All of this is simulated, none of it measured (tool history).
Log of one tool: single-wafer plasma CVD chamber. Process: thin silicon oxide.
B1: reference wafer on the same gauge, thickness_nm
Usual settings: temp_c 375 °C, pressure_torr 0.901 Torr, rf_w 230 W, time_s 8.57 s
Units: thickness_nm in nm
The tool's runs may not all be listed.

run 1 hour=0.0 | temp_c=386 pressure_torr=0.901 rf_w=230 time_s=8.57 | B1=16.891 | thickness_nm=14.930
run 2 hour=41.6 | temp_c=386 pressure_torr=0.901 rf_w=230 time_s=8.57 | B1=16.904 | thickness_nm=14.879
run 3 hour=116.7 | temp_c=386 pressure_torr=0.901 rf_w=230 time_s=8.57 | B1=16.913 | thickness_nm=14.944
run 4 hour=158.8 | temp_c=375 pressure_torr=0.901 rf_w=230 time_s=9.83 | B1=16.907 | thickness_nm=17.384
run 5 hour=222.4 | temp_c=375 pressure_torr=0.901 rf_w=230 time_s=9.83 | B1=16.902 | thickness_nm=17.289
run 6 hour=304.2 | temp_c=375 pressure_torr=0.901 rf_w=230 time_s=9.34 | B1=16.917 | thickness_nm=16.432
run 7 hour=381.5 | temp_c=375 pressure_torr=0.901 rf_w=230 time_s=9.67 | B1=16.904 | thickness_nm=17.006
-- hour=455.9 showerhead replaced
-- hour=486.1 RF generator calibrated
run 8 hour=486.6 | temp_c=371 pressure_torr=0.703 rf_w=230 time_s=8.57 | B1=16.904 | thickness_nm=11.537
run 9 hour=536.8 | temp_c=375 pressure_torr=0.901 rf_w=230 time_s=9.78 | B1=16.894 | thickness_nm=17.184
-- hour=614.0 thermocouple changed; heater temperature recalibrated
run 10 hour=636.8 | temp_c=375 pressure_torr=0.901 rf_w=230 time_s=8.57 | B1=16.902 | thickness_nm=15.069
-- hour=652.5 gauge calibrated
run 11 hour=689.1 | temp_c=365 pressure_torr=0.995 rf_w=195 time_s=7.32 | B1=16.882 | thickness_nm=12.245
-- hour=773.8 capacitance manometer re-zeroed and calibrated
run 12 hour=794.8 | temp_c=375 pressure_torr=0.901 rf_w=275 time_s=8.57 | B1=16.878 | thickness_nm=17.101
run 13 hour=888.7 | temp_c=375 pressure_torr=0.901 rf_w=230 time_s=8.57 | B1=16.891 | thickness_nm=15.121
run 14 hour=992.8 | temp_c=384 pressure_torr=0.698 rf_w=195 time_s=9.80 | B1=16.905 | thickness_nm=11.126

Forecast each of these 3 alternatives for the next run:
run A hour=993.2 | temp_c=375 pressure_torr=0.901 rf_w=230 time_s=8.57 | B1=? | thickness_nm=?
run B hour=993.2 | temp_c=375 pressure_torr=0.901 rf_w=200 time_s=7.49 | B1=? | thickness_nm=?
run C hour=993.2 | temp_c=370 pressure_torr=0.692 rf_w=230 time_s=9.19 | B1=? | thickness_nm=?

run=A B1=16.909 thickness_nm=15.153
run=B B1=16.909 thickness_nm=11.714
run=C B1=16.909 thickness_nm=12.208
Without the tool's hidden state the same runs would have given:
run=A thickness_nm=15.153
run=B thickness_nm=11.714
run=C thickness_nm=12.208

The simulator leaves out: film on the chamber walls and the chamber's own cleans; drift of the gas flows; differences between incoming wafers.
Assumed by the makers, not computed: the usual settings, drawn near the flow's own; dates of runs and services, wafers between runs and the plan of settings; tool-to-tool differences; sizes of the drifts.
